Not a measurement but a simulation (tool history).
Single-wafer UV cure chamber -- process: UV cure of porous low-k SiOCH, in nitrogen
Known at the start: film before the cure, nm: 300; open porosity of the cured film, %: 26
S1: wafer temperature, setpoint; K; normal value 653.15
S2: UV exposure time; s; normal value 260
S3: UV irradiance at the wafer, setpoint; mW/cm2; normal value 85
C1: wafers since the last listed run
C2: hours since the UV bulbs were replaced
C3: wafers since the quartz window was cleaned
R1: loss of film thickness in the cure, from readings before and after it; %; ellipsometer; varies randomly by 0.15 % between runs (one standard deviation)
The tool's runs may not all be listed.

run 1 day=0 | S1=647.15 S2=260 S3=58 | C1=0 C2=643.4 C3=214 | R1=10.04
run 2 day=2.85 | S1=647.15 S2=260 S3=58 | C1=889 C2=711.8 C3=1104 | R1=9.674
run 3 day=4.425 | S1=653.15 S2=260 S3=85 | C1=491 C2=749.6 C3=1595 | R1=11.131
run 4 day=6.225 | S1=653.15 S2=260 S3=85 | C1=561 C2=792.8 C3=2157 | R1=11.236
run 5 day=8.408 | S1=653.15 S2=260 S3=85 | C1=681 C2=845.2 C3=2839 | R1=11.048
-- day=11.283 quartz window cleaned
run 6 day=12.604 | S1=638.15 S2=260 S3=116 | C1=1205 C2=945.9 C3=412 | R1=12.708
run 7 day=14.321 | S1=653.15 S2=305 S3=85 | C1=535 C2=987.1 C3=948 | R1=12.145
run 8 day=15.438 | S1=653.15 S2=260 S3=85 | C1=348 C2=1013.9 C3=1297 | R1=11.492
run 9 day=18.154 | S1=653.15 S2=260 S3=85 | C1=848 C2=1079.1 C3=2145 | R1=10.911
run 10 day=20.654 | S1=653.15 S2=260 S3=85 | C1=780 C2=1139.1 C3=2925 | R1=10.735
-- day=22.554 UV bulbs replaced
-- day=24.492 quartz window cleaned
run 11 day=27.725 | S1=653.15 S2=260 S3=85 | C1=1999 C2=124.1 C3=1009 | R1=12.526
run 12 day=30.333 | S1=653.15 S2=295 S3=85 | C1=814 C2=186.7 C3=1823 | R1=12.851
run 13 day=31.833 | S1=653.15 S2=260 S3=85 | C1=468 C2=222.7 C3=2291 | R1=12.166
run 14 day=34.221 | S1=653.15 S2=260 S3=85 | C1=745 C2=280 C3=3037 | R1=11.748
run 15 day=35.408 | S1=668.15 S2=185 S3=85 | C1=370 C2=308.5 C3=3407 | R1=10.134
-- day=36.146 quartz window cleaned
run 16 day=38.079 | S1=660.15 S2=340 S3=47 | C1=729 C2=372.6 C3=603 | R1=10.858
run 17 day=39.408 | S1=666.15 S2=130 S3=63 | C1=414 C2=404.5 C3=1018 | R1=7.481
run 18 day=41.775 | S1=653.15 S2=260 S3=47 | C1=738 C2=461.3 C3=1757 | R1=8.871
run 19 day=43.95 | S1=634.15 S2=300 S3=85 | C1=678 C2=513.5 C3=2436 | R1=11.956
run 20 day=46.583 | S1=653.15 S2=260 S3=85 | C1=822 C2=576.7 C3=3258 | R1=11.114
run 21 day=48.271 | S1=668.15 S2=145 S3=85 | C1=526 C2=617.2 C3=3785 | R1=8.317

The next listed run, before its measurement:
run 22 day=49.408 | S1=665.15 S2=185 S3=48 | C1=355 C2=644.5 C3=4140 | R1=?

R1: 6.74 %
Take away the tool's hidden state, keep the run-to-run variation as it was, and the same run would have given R1 8.97 %.

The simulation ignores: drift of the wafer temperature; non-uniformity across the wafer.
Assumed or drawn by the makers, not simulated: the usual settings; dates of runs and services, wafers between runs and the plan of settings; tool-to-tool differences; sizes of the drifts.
